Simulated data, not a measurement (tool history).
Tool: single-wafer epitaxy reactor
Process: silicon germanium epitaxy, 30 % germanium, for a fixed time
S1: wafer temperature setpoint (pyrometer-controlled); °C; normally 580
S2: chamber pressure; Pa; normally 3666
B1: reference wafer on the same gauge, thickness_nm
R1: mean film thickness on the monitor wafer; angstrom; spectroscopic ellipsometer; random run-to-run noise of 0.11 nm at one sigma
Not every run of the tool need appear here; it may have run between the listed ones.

{"run": 1, "day": 0.0, "S1": 591, "S2": 3120, "B1": 36.503, "R1": 555.05}
{"run": 2, "day": 1.062, "S1": 591, "S2": 3120, "B1": 36.486, "R1": 554.81}
{"run": 3, "day": 3.254, "S1": 591, "S2": 3120, "B1": 36.496, "R1": 552.72}
{"run": 4, "day": 5.9, "S1": 588, "S2": 3666, "B1": 36.513, "R1": 548.44}
{"run": 5, "day": 7.658, "S1": 588, "S2": 3666, "B1": 36.486, "R1": 550.78}
{"run": 6, "day": 9.679, "S1": 588, "S2": 3666, "B1": 36.505, "R1": 551.12}
{"run": 7, "day": 11.679, "S1": 587, "S2": 3386, "B1": 36.486, "R1": 523.18}
{"run": 8, "day": 12.783, "S1": 587, "S2": 3386, "B1": 36.516, "R1": 521.94}
{"run": 9, "day": 13.871, "S1": 587, "S2": 3386, "B1": 36.511, "R1": 521.66}
{"run": 10, "day": 16.046, "S1": 568, "S2": 3106, "B1": 36.485, "R1": 334.33}
{"run": 11, "day": 17.838, "S1": 580, "S2": 3666, "B1": 36.539, "R1": 461.55}
{"run": 12, "day": 19.321, "S1": 580, "S2": 3666, "B1": 36.547, "R1": 461.76}
{"run": 13, "day": 20.992, "S1": 580, "S2": 3946, "B1": 36.519, "R1": 472.15}
{"run": 14, "day": 24.438, "S1": 580, "S2": 4253, "B1": 36.465, "R1": 486.57}
{"run": 15, "day": 26.725, "S1": 594, "S2": 3320, "B1": 36.503, "R1": 599.37}
{"run": 16, "day": 28.342, "S1": 575, "S2": 3413, "B1": 36.532, "R1": 400.54}
{"run": 17, "day": 29.796, "S1": 586, "S2": 4240, "B1": 36.503, "R1": 529.7}
{"run": 18, "day": 31.162, "S1": 585, "S2": 4306, "B1": 36.526, "R1": 523.13}
{"run": 19, "day": 32.983, "S1": 580, "S2": 3666, "B1": 36.493, "R1": 443.39}
{"run": 20, "day": 34.888, "S1": 568, "S2": 3333, "B1": 36.489, "R1": 338.09}
{"run": 21, "day": 36.962, "S1": 580, "S2": 3666, "B1": 36.518, "R1": 457.45}
{"run": 22, "day": 38.462, "S1": 580, "S2": 3666, "B1": 36.467, "R1": 459.94}
{"run": 23, "day": 40.058, "S1": 580, "S2": 3666, "B1": 36.499, "R1": 459.63}
{"run": 24, "day": 42.942, "S1": 580, "S2": 3666, "B1": 36.473, "R1": 461.77}
{"run": 25, "day": 45.471, "S1": 580, "S2": 3040, "B1": 36.507, "R1": 433.94}

Withheld: 4 entries from between the runs. Position of each, and hidden state at the listed run before versus the listed run after:
Runs 14 to 15: showerhead replaced (day 25.396)
  wafer temperature above the value expected at the setpoint (K): 1.88 -> 1.89; true pressure above the setpoint (%): -6.09 -> -6.47
  the result without the hidden state subtracted from the measured one, R1: +9 -> +9.47 angstrom
Runs 15 to 16: gauge calibrated (day 27.383)
  wafer temperature above the value expected at the setpoint (K): 1.89 -> 1.9; true pressure above the setpoint (%): -6.47 -> -6.74
  the result without the hidden state subtracted from the measured one, R1: +9.47 -> +6.78 angstrom
Runs 16 to 17: pyrometer calibrated (day 29.075)
  wafer temperature above the value expected at the setpoint (K): 1.9 -> 0.15; true pressure above the setpoint (%): -6.74 -> -6.99
  the result without the hidden state subtracted from the measured one, R1: +6.78 -> -12.02 angstrom
Runs 19 to 20: capacitance manometer re-zeroed and calibrated (day 34.15)
  wafer temperature above the value expected at the setpoint (K): 0.344 -> 0.451; true pressure above the setpoint (%): -7.56 -> 0.871
  the result without the hidden state subtracted from the measured one, R1: -9.11 -> +4.45 angstrom
